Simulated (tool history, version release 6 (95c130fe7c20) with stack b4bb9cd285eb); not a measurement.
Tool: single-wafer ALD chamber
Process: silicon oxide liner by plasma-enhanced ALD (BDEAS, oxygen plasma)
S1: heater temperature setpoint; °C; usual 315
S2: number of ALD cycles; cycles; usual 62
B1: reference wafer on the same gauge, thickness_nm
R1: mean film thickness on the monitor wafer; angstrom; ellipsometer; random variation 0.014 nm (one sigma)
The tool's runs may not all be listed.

| run | hour | S1 | S2 | B1 | R1 |
|---|---|---|---|---|---|
| 1 | 0.0 | 315 | 62 | 5.616 | 55.10 |
| 2 | 6.1 | 315 | 62 | 5.618 | 54.72 |
| 3 | 23.1 | 315 | 62 | 5.615 | 55.00 |
| 4 | 36.5 | 315 | 62 | 5.620 | 54.81 |
| 5 | 49.3 | 315 | 62 | 5.623 | 54.85 |
| 6 | 64.2 | 315 | 62 | 5.617 | 54.72 |
| 7 | 81.3 | 315 | 62 | 5.623 | 54.83 |
| 8 | 94.8 | 315 | 62 | 5.620 | 55.14 |
| 9 | 120.7 | 315 | 62 | 5.621 | 54.99 |
| 10 | 129.1 | 315 | 62 | 5.619 | 54.88 |
| 11 | 137.3 | 315 | 62 | 5.623 | 54.81 |
| 12 | 148.5 | 315 | 62 | 5.618 | 54.82 |
| 13 | 163.9 | 322 | 67 | 5.620 | 58.73 |
| 14 | 172.3 | 315 | 62 | 5.622 | 54.70 |
| 15 | 185.8 | 315 | 62 | 5.620 | 54.68 |
| 16 | 200.7 | 315 | 62 | 5.622 | 54.97 |
| 17 | 207.9 | 315 | 62 | 5.619 | 54.97 |
| 18 | 221.6 | 315 | 62 | 5.623 | 54.77 |
| 19 | 237.7 | 315 | 62 | 5.617 | 54.82 |
| 20 | 245.4 | 315 | 62 | 5.619 | 55.03 |
| 21 | 260.5 | 315 | 62 | 5.621 | 55.04 |
| 22 | 271.9 | 315 | 57 | 5.619 | 50.69 |
| 23 | 284.2 | 315 | 62 | 5.621 | 54.64 |
| 24 | 296.0 | 315 | 62 | 5.620 | 54.55 |
| 25 | 306.5 | 306 | 52 | 5.619 | 46.64 |
| 26 | 316.7 | 315 | 62 | 5.622 | 55.06 |
| 27 | 323.8 | 302 | 69 | 5.621 | 62.32 |
| 28 | 347.6 | 328 | 51 | 5.620 | 44.30 |
| 29 | 365.7 | 324 | 57 | 5.617 | 49.64 |
| 30 | 405.7 | 315 | 62 | 5.620 | 54.92 |
| 31 | 423.5 | 315 | 62 | 5.620 | 54.95 |
| 32 | 431.9 | 315 | 62 | 5.619 | 55.06 |
| 33 | 447.2 | 327 | 57 | 5.618 | 49.63 |
| 34 | 453.4 | 303 | 55 | 5.619 | 49.55 |
| 35 | 466.4 | 309 | 73 | 5.620 | 65.25 |
| 36 | 477.7 | 315 | 62 | 5.622 | 54.63 |
| 37 | 492.7 | 315 | 53 | 5.621 | 47.09 |
| 38 | 500.3 | 308 | 67 | 5.620 | 59.83 |
| 39 | 517.5 | 327 | 70 | 5.618 | 60.81 |
| 40 | 531.8 | 319 | 62 | 5.618 | 54.69 |
| 41 | 549.6 | 300 | 74 | 5.617 | 66.93 |
| 42 | 560.5 | 315 | 62 | 5.620 | 55.19 |
| 43 | 569.2 | 308 | 62 | 5.622 | 55.45 |
| 44 | 582.4 | 315 | 66 | 5.621 | 58.40 |
| 45 | 588.4 | 315 | 62 | 5.619 | 54.85 |

Not shown: 2 entries that the log had between the listed runs. Between which runs, and how does the tool's hidden state differ before and after?
Between runs 28 and 29: gauge calibrated (hour 358.6); thermocouple changed; heater temperature recalibrated (hour 365.2)
  no hidden state differs between the two runs

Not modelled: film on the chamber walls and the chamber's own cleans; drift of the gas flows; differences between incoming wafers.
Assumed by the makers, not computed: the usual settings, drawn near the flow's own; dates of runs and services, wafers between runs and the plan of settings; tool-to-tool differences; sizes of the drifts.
